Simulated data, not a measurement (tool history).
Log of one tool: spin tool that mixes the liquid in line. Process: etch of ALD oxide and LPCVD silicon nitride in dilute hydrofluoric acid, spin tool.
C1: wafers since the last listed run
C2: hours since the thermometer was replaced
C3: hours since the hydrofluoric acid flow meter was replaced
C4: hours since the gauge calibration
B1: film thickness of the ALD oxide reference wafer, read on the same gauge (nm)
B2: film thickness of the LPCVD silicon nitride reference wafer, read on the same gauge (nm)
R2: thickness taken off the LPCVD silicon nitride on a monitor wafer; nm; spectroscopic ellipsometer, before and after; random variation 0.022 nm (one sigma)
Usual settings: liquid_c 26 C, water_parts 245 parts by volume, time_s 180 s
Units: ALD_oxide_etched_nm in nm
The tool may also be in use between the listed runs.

{"run": 1, "hour": 0.0, "liquid_c": 26, "water_parts": 245, "time_s": 180, "C1": 0, "C2": 1663, "C3": 17.4, "C4": 287.2, "B1": 109.99, "B2": 110.013, "ALD_oxide_etched_nm": 18.64, "R2": 0.457}
{"hour": 79.8, "done": "thermometer replaced"}
{"run": 2, "hour": 82.1, "liquid_c": 26, "water_parts": 245, "time_s": 180, "C1": 413, "C2": 2.3, "C3": 99.5, "C4": 369.3, "B1": 110.02, "B2": 109.991, "ALD_oxide_etched_nm": 18.61, "R2": 0.435}
{"run": 3, "hour": 96.4, "liquid_c": 26, "water_parts": 245, "time_s": 180, "C1": 72, "C2": 16.6, "C3": 113.8, "C4": 383.6, "B1": 110.02, "B2": 109.984, "ALD_oxide_etched_nm": 18.41, "R2": 0.387}
{"run": 4, "hour": 118.7, "liquid_c": 26, "water_parts": 245, "time_s": 180, "C1": 113, "C2": 38.9, "C3": 136.1, "C4": 405.9, "B1": 110.02, "B2": 110.026, "ALD_oxide_etched_nm": 18.65, "R2": 0.426}
{"run": 5, "hour": 132.3, "liquid_c": 26, "water_parts": 245, "time_s": 180, "C1": 69, "C2": 52.5, "C3": 149.7, "C4": 419.5, "B1": 109.97, "B2": 109.994, "ALD_oxide_etched_nm": 18.64, "R2": 0.45}
{"run": 6, "hour": 163.5, "liquid_c": 26, "water_parts": 245, "time_s": 180, "C1": 159, "C2": 83.7, "C3": 180.9, "C4": 450.7, "B1": 110.05, "B2": 110.011, "ALD_oxide_etched_nm": 18.49, "R2": 0.407}
{"run": 7, "hour": 256.3, "liquid_c": 21.5, "water_parts": 305, "time_s": 75, "C1": 472, "C2": 176.5, "C3": 273.7, "C4": 543.5, "B1": 110.02, "B2": 110.006, "ALD_oxide_etched_nm": 5, "R2": 0.1}
{"run": 8, "hour": 281.2, "liquid_c": 26, "water_parts": 245, "time_s": 180, "C1": 126, "C2": 201.4, "C3": 298.6, "C4": 568.4, "B1": 109.94, "B2": 110.006, "ALD_oxide_etched_nm": 18.58, "R2": 0.406}
{"hour": 288.1, "done": "gauge calibrated"}
{"run": 9, "hour": 304.4, "liquid_c": 26, "water_parts": 170, "time_s": 180, "C1": 118, "C2": 224.6, "C3": 321.8, "C4": 16.3, "B1": 109.98, "B2": 110.004, "ALD_oxide_etched_nm": 29.46, "R2": 0.607}
{"run": 10, "hour": 317.4, "liquid_c": 29.5, "water_parts": 245, "time_s": 180, "C1": 66, "C2": 237.6, "C3": 334.8, "C4": 29.3, "B1": 109.98, "B2": 110.022, "ALD_oxide_etched_nm": 21.14, "R2": 0.483}
{"run": 11, "hour": 349.2, "liquid_c": 26, "water_parts": 245, "time_s": 180, "C1": 162, "C2": 269.4, "C3": 366.6, "C4": 61.1, "B1": 109.98, "B2": 110.007, "ALD_oxide_etched_nm": 18.72, "R2": 0.439}
{"run": 12, "hour": 380.0, "liquid_c": 26, "water_parts": 245, "time_s": 145, "C1": 156, "C2": 300.2, "C3": 397.4, "C4": 91.9, "B1": 110, "B2": 109.998, "ALD_oxide_etched_nm": 14.79, "R2": 0.34}
{"run": 13, "hour": 408.5, "liquid_c": 29, "water_parts": 245, "time_s": 135, "C1": 145, "C2": 328.7, "C3": 425.9, "C4": 120.4, "B1": 109.97, "B2": 110.009, "ALD_oxide_etched_nm": 15.62, "R2": 0.372}
{"run": 14, "hour": 422.7, "liquid_c": 26, "water_parts": 245, "time_s": 180, "C1": 72, "C2": 342.9, "C3": 440.1, "C4": 134.6, "B1": 110.03, "B2": 110.004, "ALD_oxide_etched_nm": 18.52, "R2": 0.408}
{"run": 15, "hour": 442.2, "liquid_c": 26, "water_parts": 245, "time_s": 180, "C1": 99, "C2": 362.4, "C3": 459.6, "C4": 154.1, "B1": 110.01, "B2": 110.005, "ALD_oxide_etched_nm": 18.51, "R2": 0.403}
{"run": 16, "hour": 477.2, "liquid_c": 24, "water_parts": 355, "time_s": 135, "C1": 178, "C2": 397.4, "C3": 494.6, "C4": 189.1, "B1": 110.03, "B2": 110.015, "ALD_oxide_etched_nm": 8.03, "R2": 0.193}
{"hour": 478.7, "done": "hydrofluoric acid flow meter replaced"}
{"run": 17, "hour": 502.4, "liquid_c": 23.5, "water_parts": 290, "time_s": 225, "C1": 123, "C2": 422.6, "C3": 23.7, "C4": 214.3, "B1": 110.02, "B2": 109.996, "ALD_oxide_etched_nm": 17.21, "R2": 0.366}
{"run": 18, "hour": 514.6, "liquid_c": 22, "water_parts": 205, "time_s": 105, "C1": 62, "C2": 434.8, "C3": 35.9, "C4": 226.5, "B1": 109.99, "B2": 110.033, "ALD_oxide_etched_nm": 11.71, "R2": 0.235}
{"run": 19, "hour": 546.1, "liquid_c": 26, "water_parts": 280, "time_s": 230, "C1": 160, "C2": 466.3, "C3": 67.4, "C4": 258, "B1": 110.07, "B2": 110.021, "ALD_oxide_etched_nm": 20.36, "R2": 0.518}
{"run": 20, "hour": 570.4, "liquid_c": 26, "water_parts": 245, "time_s": 180, "C1": 123, "C2": 490.6, "C3": 91.7, "C4": 282.3, "B1": 109.95, "B2": 109.974, "ALD_oxide_etched_nm": 18.49, "R2": 0.395}
{"run": 21, "hour": 596.0, "liquid_c": 30.5, "water_parts": 215, "time_s": 240, "C1": 130, "C2": 516.2, "C3": 117.3, "C4": 307.9, "B1": 109.94, "B2": 110, "ALD_oxide_etched_nm": 33.94, "R2": 0.811}
{"run": 22, "hour": 619.1, "liquid_c": 29.5, "water_parts": 170, "time_s": 100, "C1": 117, "C2": 539.3, "C3": 140.4, "C4": 331, "B1": 110.04, "B2": 110.018, "ALD_oxide_etched_nm": 18.22, "R2": 0.41}
{"run": 23, "hour": 649.1, "liquid_c": 21.5, "water_parts": 210, "time_s": 180, "C1": 152, "C2": 569.3, "C3": 170.4, "C4": 361, "B1": 109.97, "B2": 109.99, "ALD_oxide_etched_nm": 19.07, "R2": 0.339}
{"run": 24, "hour": 661.8, "liquid_c": 29.5, "water_parts": 170, "time_s": 85, "C1": 64, "C2": 582, "C3": 183.1, "C4": 373.7, "B1": 109.99, "B2": 110.023, "ALD_oxide_etched_nm": 15.8, "R2": 0.324}
{"run": 25, "hour": 678.0, "liquid_c": 26, "water_parts": 245, "time_s": 180, "C1": 82, "C2": 598.2, "C3": 199.3, "C4": 389.9, "B1": 109.98, "B2": 110.019, "ALD_oxide_etched_nm": 18.6, "R2": 0.438}
{"run": 26, "hour": 701.0, "liquid_c": 26, "water_parts": 245, "time_s": 180, "C1": 117, "C2": 621.2, "C3": 222.3, "C4": 412.9, "B1": 109.99, "B2": 109.991, "ALD_oxide_etched_nm": 18.5, "R2": 0.405}

Hidden state at the last listed run before each entry between runs and at the first one after, where it differs:
Between runs 1 and 2: thermometer replaced (hour 79.8)
  no hidden state differs between the two runs
Between runs 8 and 9: gauge calibrated (hour 288.1)
  no hidden state differs between the two runs
Between runs 16 and 17: hydrofluoric acid flow meter replaced (hour 478.7)
  no hidden state differs between the two runs
